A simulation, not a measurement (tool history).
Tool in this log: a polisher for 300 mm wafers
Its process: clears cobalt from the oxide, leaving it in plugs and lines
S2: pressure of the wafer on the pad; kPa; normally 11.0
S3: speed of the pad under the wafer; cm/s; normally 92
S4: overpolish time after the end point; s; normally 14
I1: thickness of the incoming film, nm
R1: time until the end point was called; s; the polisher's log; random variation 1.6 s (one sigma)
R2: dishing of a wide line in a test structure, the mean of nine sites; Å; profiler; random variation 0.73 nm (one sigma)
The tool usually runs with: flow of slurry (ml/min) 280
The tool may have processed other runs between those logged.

Run 1, hour 0.0: usual settings; I1 345.9. Result: R1 102.7 s, R2 321 Å.
At hour 0.4: worn pad replaced by a new one.
Run 2, hour 81.1: usual settings but S3 106 cm/s, S4 10 s; I1 350.8. Result: R1 93.8 s, R2 277 Å.
Run 3, hour 187.9: usual settings; I1 350.9. Result: R1 112.9 s, R2 310 Å.
At hour 195.3: slurry nozzle cleaned.
Run 4, hour 273.2: usual settings but S3 100 cm/s; I1 353.8. Result: R1 103.2 s, R2 316 Å.
Run 5, hour 322.5: usual settings but S3 100 cm/s; I1 347.0. Result: R1 102.5 s, R2 312 Å.
At hour 359.9: worn pad replaced by a new one.
Run 6, hour 413.0: usual settings but S3 100 cm/s; I1 345.7. Result: R1 102.3 s, R2 319 Å.
Run 7, hour 464.7: usual settings but flow of slurry (ml/min) 350; I1 353.5. Result: R1 113.4 s, R2 292 Å.
Run 8, hour 501.8: usual settings but flow of slurry (ml/min) 350; I1 353.0. Result: R1 115.5 s, R2 303 Å.
Run 9, hour 555.0: usual settings but flow of slurry (ml/min) 350; I1 351.3. Result: R1 111.8 s, R2 300 Å.
At hour 612.0: slurry nozzle cleaned.
Run 10, hour 642.1: usual settings but flow of slurry (ml/min) 355; I1 346.6. Result: R1 112.7 s, R2 305 Å.
At hour 708.4: worn pad replaced by a new one.
Run 11, hour 748.4: usual settings but flow of slurry (ml/min) 230, S2 8.3 kPa, S4 17 s; I1 350.9. Result: R1 160.1 s, R2 259 Å.

What does the tool deliver on the next run?
Run 12, hour 843.3: usual settings but flow of slurry (ml/min) 370, S4 11 s; I1 350.9. Result: R1 ?, R2 ?.

Logged for run 12: R1 117.0 s, R2 240 Å.
With no hidden state in the tool, this same run would have given R1 103.3 s, R2 262 Å.
